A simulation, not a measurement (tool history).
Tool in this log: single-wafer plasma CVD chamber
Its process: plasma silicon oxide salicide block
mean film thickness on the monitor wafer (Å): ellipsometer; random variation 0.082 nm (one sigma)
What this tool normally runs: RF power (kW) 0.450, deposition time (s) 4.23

run,day,RF power (kW),deposition time (s),"read-back reference wafer on the same gauge, thickness_nm",mean film thickness on the monitor wafer (Å)
1,0.000,0.480,4.23,38.930,388.75
2,0.638,0.450,4.23,38.889,376.01
3,1.908,0.450,4.23,38.899,376.98
4,2.729,0.450,4.23,38.924,375.13
5,3.442,0.450,4.87,38.874,432.91
6,4.471,0.470,4.75,38.893,431.14
7,5.104,0.470,4.75,38.920,431.53
8,7.483,0.470,4.75,38.890,430.62
9,8.654,0.450,4.23,38.910,374.46
10,9.646,0.450,4.23,38.910,373.67
11,10.408,0.450,4.23,38.884,374.21
12,11.058,0.450,4.23,38.904,373.60
13,12.125,0.450,4.23,38.888,375.02
14,13.017,0.450,4.23,38.894,374.85
15,13.650,0.450,4.23,38.933,373.16
16,15.112,0.450,4.23,38.897,375.06
# day 16.962: RF generator calibrated
17,18.683,0.450,4.23,38.903,391.91
18,20.954,0.450,4.23,38.913,392.35
# day 20.971: gauge calibrated
19,23.400,0.410,3.44,38.888,303.67
# day 24.429: showerhead replaced
20,24.450,0.450,4.23,38.900,391.02
21,24.825,0.490,4.23,38.906,408.22
22,26.217,0.530,3.88,38.913,387.76
23,26.842,0.400,3.46,38.915,299.77
24,27.354,0.540,3.44,38.896,346.97
25,28.417,0.385,3.59,38.923,305.69
26,31.104,0.495,3.78,38.931,365.77
27,32.162,0.390,3.87,38.897,330.17
28,33.492,0.495,4.69,38.909,453.95
29,34.521,0.450,4.23,38.910,389.35
30,35.250,0.450,4.23,38.898,389.07
31,36.167,0.485,4.57,38.918,437.29
32,36.688,0.520,4.23,38.902,418.50
33,38.154,0.380,3.58,38.902,300.36
34,39.542,0.405,3.99,38.898,345.97
35,40.596,0.450,4.23,38.891,389.61
36,41.229,0.450,3.69,38.927,340.03

Consider 5 possible next runs. They are alternatives, not a sequence: every one starts from the tool as it was left by run 36. What does each give?
A,41.246,0.450,4.23,?,?
B,41.246,0.375,4.23,?,?
C,41.246,0.365,3.98,?,?
D,41.246,0.485,4.73,?,?
E,41.246,0.415,3.82,?,?

run,"read-back reference wafer on the same gauge, thickness_nm",mean film thickness on the monitor wafer (Å)
A,38.877,388.29
B,38.877,351.36
C,38.877,325.26
D,38.877,450.67
E,38.877,336.05
Stripped of hidden state, with their random variation kept, the same runs would have yielded:
run,mean film thickness on the monitor wafer (Å)
A,392.78
B,355.42
C,329.03
D,455.88
E,339.93
